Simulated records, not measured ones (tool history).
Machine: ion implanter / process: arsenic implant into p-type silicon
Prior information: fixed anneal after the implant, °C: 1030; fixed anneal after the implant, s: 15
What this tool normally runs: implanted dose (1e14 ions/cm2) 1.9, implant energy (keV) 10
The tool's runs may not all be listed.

run    hour  implanted dose (1e14 ions/cm2)  implant energy (keV)  read-back reference wafer on the same gauge, sheet resistance  sheet resistance of the implanted and annealed layer (ohm/square)
  1       0                             1.9                    10                                                          588.7                                                             499.91
  2    70.1                             1.9                    10                                                         588.64                                                             501.65
  3   143.3                             1.9                    10                                                         588.83                                                             503.56
  4   196.6                             1.9                  11.5                                                         589.04                                                             496.11
  5   259.4                             1.9                  11.5                                                         589.27                                                             497.36
  6   331.4                             1.9                  11.5                                                         588.78                                                             500.19
  7   390.2                             1.9                    10                                                         589.15                                                             505.69
  8   437.7                             1.9                    10                                                          589.1                                                             511.34
  9   524.6                             1.9                    10                                                         589.02                                                             513.13
 10   629.8                             1.9                    10                                                          589.1                                                             517.21
 11   735.3                             1.9                   8.5                                                         588.99                                                             530.39
      772.9  -- Faraday cup replaced and dose calibrated
 12   795.2                             1.9                   8.5                                                            589                                                              505.6
 13   875.2                             1.9                   8.5                                                         589.39                                                             503.87
 14   958.8                            2.28                    10                                                         588.94                                                             427.71
 15  1056.4                            2.28                    10                                                         588.96                                                             430.81
 16  1094.1                            2.31                    10                                                         588.85                                                             426.43
 17  1164.4                            1.44                   8.5                                                         589.34                                                             629.06
 18  1209.8                             1.9                    10                                                         589.09                                                             499.44
 19  1282.3                             1.9                    10                                                         588.96                                                             500.89
 20  1380.2                             1.9                  11.5                                                         589.16                                                             498.15
 21  1419.4                            2.13                  12.5                                                         588.89                                                             452.25
 22  1467.1                            1.72                  11.5                                                         589.06                                                             537.43
 23  1543.9                            1.44                    12                                                          589.6                                                             615.21
     1634.4  -- extraction supply calibrated
 24  1637.2                            2.44                    13                                                         589.23                                                             410.22
 25  1729.5                            2.27                   8.5                                                         589.02                                                             453.61
     1774.4  -- Faraday cup replaced and dose calibrated
 26  1779.1                             1.9                    10                                                         589.11                                                             501.08
 27    1865                             1.9                    10                                                         589.33                                                             501.32
     1872.3  -- gauge calibrated
 28  1934.4                             1.9                    10                                                         588.65                                                             499.91
 29  1985.5                            1.59                    10                                                         589.21                                                             572.46
 30  2037.8                            2.35                     8                                                         589.55                                                             434.04
 31  2088.1                             1.9                    10                                                         589.19                                                             499.18
 32  2156.2                            2.38                     9                                                         589.46                                                             426.58
 33  2216.8                            1.63                     7                                                         588.83                                                             588.78
 34  2310.2                            1.44                    11                                                         589.01                                                             620.35
 35  2346.9                            2.29                    11                                                         589.12                                                             432.37
 36  2409.2                             1.9                    10                                                         588.91                                                             510.23

State the hidden condition of the tool at each of the runs:
deviation of the true energy from its setpoint, %: 0, the same for each run
gauge reads high (%): 0, the same for each run
H1: deviation of the true dose from the Faraday cup's reading, %
run       H1
  1  -0.0806
  2   -0.354
  3   -0.695
  4   -0.978
  5    -1.35
  6    -1.83
  7    -2.26
  8    -2.63
  9    -3.37
 10    -4.38
 11     -5.5
 12    0.848
 13    0.796
 14     0.67
 15    0.431
 16    0.312
 17   0.0509
 18   -0.145
 19   -0.503
 20    -1.07
 21    -1.33
 22    -1.66
 23    -2.25
 24    -3.05
 25    -3.92
 26   -0.198
 27   -0.241
 28   -0.332
 29   -0.431
 30    -0.56
 31   -0.711
 32   -0.958
 33    -1.22
 34     -1.7
 35    -1.91
 36     -2.3

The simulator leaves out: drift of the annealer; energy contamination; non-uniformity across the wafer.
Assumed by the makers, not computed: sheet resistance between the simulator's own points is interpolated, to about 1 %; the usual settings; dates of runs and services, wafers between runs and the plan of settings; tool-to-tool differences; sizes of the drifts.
